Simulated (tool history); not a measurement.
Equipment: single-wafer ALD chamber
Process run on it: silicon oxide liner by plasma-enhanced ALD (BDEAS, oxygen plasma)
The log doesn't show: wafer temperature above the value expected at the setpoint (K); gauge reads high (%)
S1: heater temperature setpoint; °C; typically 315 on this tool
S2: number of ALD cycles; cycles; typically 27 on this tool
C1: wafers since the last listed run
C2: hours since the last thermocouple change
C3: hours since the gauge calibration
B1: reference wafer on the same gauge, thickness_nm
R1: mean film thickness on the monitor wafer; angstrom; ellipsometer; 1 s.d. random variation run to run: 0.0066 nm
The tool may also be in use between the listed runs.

{"run": 1, "hour": 0.0, "S1": 315, "S2": 27, "C1": 0, "C2": 825.3, "C3": 910.1, "B1": 2.54, "R1": 26.7}
{"run": 2, "hour": 24.4, "S1": 315, "S2": 27, "C1": 242, "C2": 849.7, "C3": 934.5, "B1": 2.541, "R1": 26.43}
{"run": 3, "hour": 106.2, "S1": 315, "S2": 27, "C1": 813, "C2": 931.5, "C3": 1016.3, "B1": 2.541, "R1": 26.59}
{"run": 4, "hour": 138.1, "S1": 322, "S2": 27, "C1": 317, "C2": 963.4, "C3": 1048.2, "B1": 2.542, "R1": 26.22}
{"run": 5, "hour": 156.9, "S1": 322, "S2": 27, "C1": 187, "C2": 982.2, "C3": 1067, "B1": 2.541, "R1": 26.2}
{"run": 6, "hour": 186.7, "S1": 315, "S2": 28, "C1": 296, "C2": 1012, "C3": 1096.8, "B1": 2.538, "R1": 27.57}
{"run": 7, "hour": 214.4, "S1": 315, "S2": 28, "C1": 275, "C2": 1039.7, "C3": 1124.5, "B1": 2.54, "R1": 27.56}
{"run": 8, "hour": 239.7, "S1": 315, "S2": 28, "C1": 251, "C2": 1065, "C3": 1149.8, "B1": 2.542, "R1": 27.39}
{"run": 9, "hour": 256.3, "S1": 306, "S2": 23, "C1": 165, "C2": 1081.6, "C3": 1166.4, "B1": 2.539, "R1": 22.94}
{"run": 10, "hour": 283.1, "S1": 315, "S2": 24, "C1": 266, "C2": 1108.4, "C3": 1193.2, "B1": 2.541, "R1": 23.54}
{"run": 11, "hour": 303.5, "S1": 315, "S2": 31, "C1": 202, "C2": 1128.8, "C3": 1213.6, "B1": 2.542, "R1": 30.46}
{"run": 12, "hour": 325.9, "S1": 315, "S2": 27, "C1": 222, "C2": 1151.2, "C3": 1236, "B1": 2.54, "R1": 26.61}
{"run": 13, "hour": 342.7, "S1": 315, "S2": 27, "C1": 167, "C2": 1168, "C3": 1252.8, "B1": 2.541, "R1": 26.52}
{"run": 14, "hour": 364.1, "S1": 315, "S2": 27, "C1": 212, "C2": 1189.4, "C3": 1274.2, "B1": 2.539, "R1": 26.59}
{"hour": 369.3, "done": "gauge calibrated"}
{"run": 15, "hour": 389.9, "S1": 327, "S2": 29, "C1": 256, "C2": 1215.2, "C3": 20.6, "B1": 2.542, "R1": 27.97}
{"run": 16, "hour": 412.0, "S1": 315, "S2": 27, "C1": 219, "C2": 1237.3, "C3": 42.7, "B1": 2.54, "R1": 26.55}
{"run": 17, "hour": 446.0, "S1": 305, "S2": 27, "C1": 338, "C2": 1271.3, "C3": 76.7, "B1": 2.538, "R1": 26.84}
{"run": 18, "hour": 547.0, "S1": 305, "S2": 27, "C1": 1004, "C2": 1372.3, "C3": 177.7, "B1": 2.54, "R1": 26.98}
{"run": 19, "hour": 560.2, "S1": 305, "S2": 27, "C1": 131, "C2": 1385.5, "C3": 190.9, "B1": 2.541, "R1": 27.03}
{"run": 20, "hour": 591.1, "S1": 315, "S2": 29, "C1": 307, "C2": 1416.4, "C3": 221.8, "B1": 2.536, "R1": 28.57}
{"run": 21, "hour": 623.8, "S1": 315, "S2": 27, "C1": 325, "C2": 1449.1, "C3": 254.5, "B1": 2.539, "R1": 26.45}
{"run": 22, "hour": 644.5, "S1": 315, "S2": 27, "C1": 205, "C2": 1469.8, "C3": 275.2, "B1": 2.536, "R1": 26.53}
{"run": 23, "hour": 657.1, "S1": 302, "S2": 24, "C1": 125, "C2": 1482.4, "C3": 287.8, "B1": 2.54, "R1": 24.01}
{"run": 24, "hour": 669.5, "S1": 324, "S2": 29, "C1": 123, "C2": 1494.8, "C3": 300.2, "B1": 2.54, "R1": 28.05}
{"run": 25, "hour": 688.2, "S1": 302, "S2": 23, "C1": 186, "C2": 1513.5, "C3": 318.9, "B1": 2.541, "R1": 23.2}
{"run": 26, "hour": 714.6, "S1": 325, "S2": 22, "C1": 262, "C2": 1539.9, "C3": 345.3, "B1": 2.541, "R1": 21.27}
{"run": 27, "hour": 738.5, "S1": 315, "S2": 27, "C1": 237, "C2": 1563.8, "C3": 369.2, "B1": 2.539, "R1": 26.6}
{"run": 28, "hour": 752.2, "S1": 308, "S2": 32, "C1": 136, "C2": 1577.5, "C3": 382.9, "B1": 2.542, "R1": 31.97}
{"run": 29, "hour": 785.9, "S1": 315, "S2": 30, "C1": 335, "C2": 1611.2, "C3": 416.6, "B1": 2.542, "R1": 29.52}
{"run": 30, "hour": 803.2, "S1": 310, "S2": 28, "C1": 172, "C2": 1628.5, "C3": 433.9, "B1": 2.541, "R1": 27.71}
{"run": 31, "hour": 836.2, "S1": 329, "S2": 24, "C1": 328, "C2": 1661.5, "C3": 466.9, "B1": 2.538, "R1": 23.03}
{"run": 32, "hour": 862.7, "S1": 315, "S2": 30, "C1": 263, "C2": 1688, "C3": 493.4, "B1": 2.542, "R1": 29.43}
{"run": 33, "hour": 888.3, "S1": 323, "S2": 27, "C1": 254, "C2": 1713.6, "C3": 519, "B1": 2.537, "R1": 26.2}
{"hour": 950.1, "done": "thermocouple changed; heater temperature recalibrated"}
{"run": 34, "hour": 950.6, "S1": 328, "S2": 27, "C1": 540, "C2": 0.5, "C3": 581.3, "B1": 2.542, "R1": 26.05}
{"run": 35, "hour": 964.5, "S1": 324, "S2": 31, "C1": 138, "C2": 14.4, "C3": 595.2, "B1": 2.541, "R1": 29.86}
{"run": 36, "hour": 991.9, "S1": 319, "S2": 27, "C1": 272, "C2": 41.8, "C3": 622.6, "B1": 2.538, "R1": 26.42}
{"run": 37, "hour": 1013.5, "S1": 323, "S2": 31, "C1": 214, "C2": 63.4, "C3": 644.2, "B1": 2.542, "R1": 30.19}
{"run": 38, "hour": 1041.4, "S1": 308, "S2": 27, "C1": 277, "C2": 91.3, "C3": 672.1, "B1": 2.545, "R1": 26.88}
{"run": 39, "hour": 1062.7, "S1": 325, "S2": 32, "C1": 211, "C2": 112.6, "C3": 693.4, "B1": 2.541, "R1": 31}
{"run": 40, "hour": 1090.2, "S1": 321, "S2": 29, "C1": 273, "C2": 140.1, "C3": 720.9, "B1": 2.539, "R1": 28.22}
{"run": 41, "hour": 1125.4, "S1": 315, "S2": 22, "C1": 350, "C2": 175.3, "C3": 756.1, "B1": 2.544, "R1": 21.55}
{"run": 42, "hour": 1152.9, "S1": 315, "S2": 27, "C1": 273, "C2": 202.8, "C3": 783.6, "B1": 2.543, "R1": 26.59}
{"run": 43, "hour": 1172.9, "S1": 315, "S2": 27, "C1": 198, "C2": 222.8, "C3": 803.6, "B1": 2.543, "R1": 26.55}
{"run": 44, "hour": 1205.9, "S1": 315, "S2": 27, "C1": 328, "C2": 255.8, "C3": 836.6, "B1": 2.536, "R1": 26.62}

Take each entry between the runs: how does the hidden state at the last listed run before it differ from the hidden state at the first listed run after it?
From run 14 to run 15: gauge calibrated (hour 369.3)
  both runs share identical hidden conditions
From run 33 to run 34: thermocouple changed; heater temperature recalibrated (hour 950.1)
  both runs share identical hidden conditions

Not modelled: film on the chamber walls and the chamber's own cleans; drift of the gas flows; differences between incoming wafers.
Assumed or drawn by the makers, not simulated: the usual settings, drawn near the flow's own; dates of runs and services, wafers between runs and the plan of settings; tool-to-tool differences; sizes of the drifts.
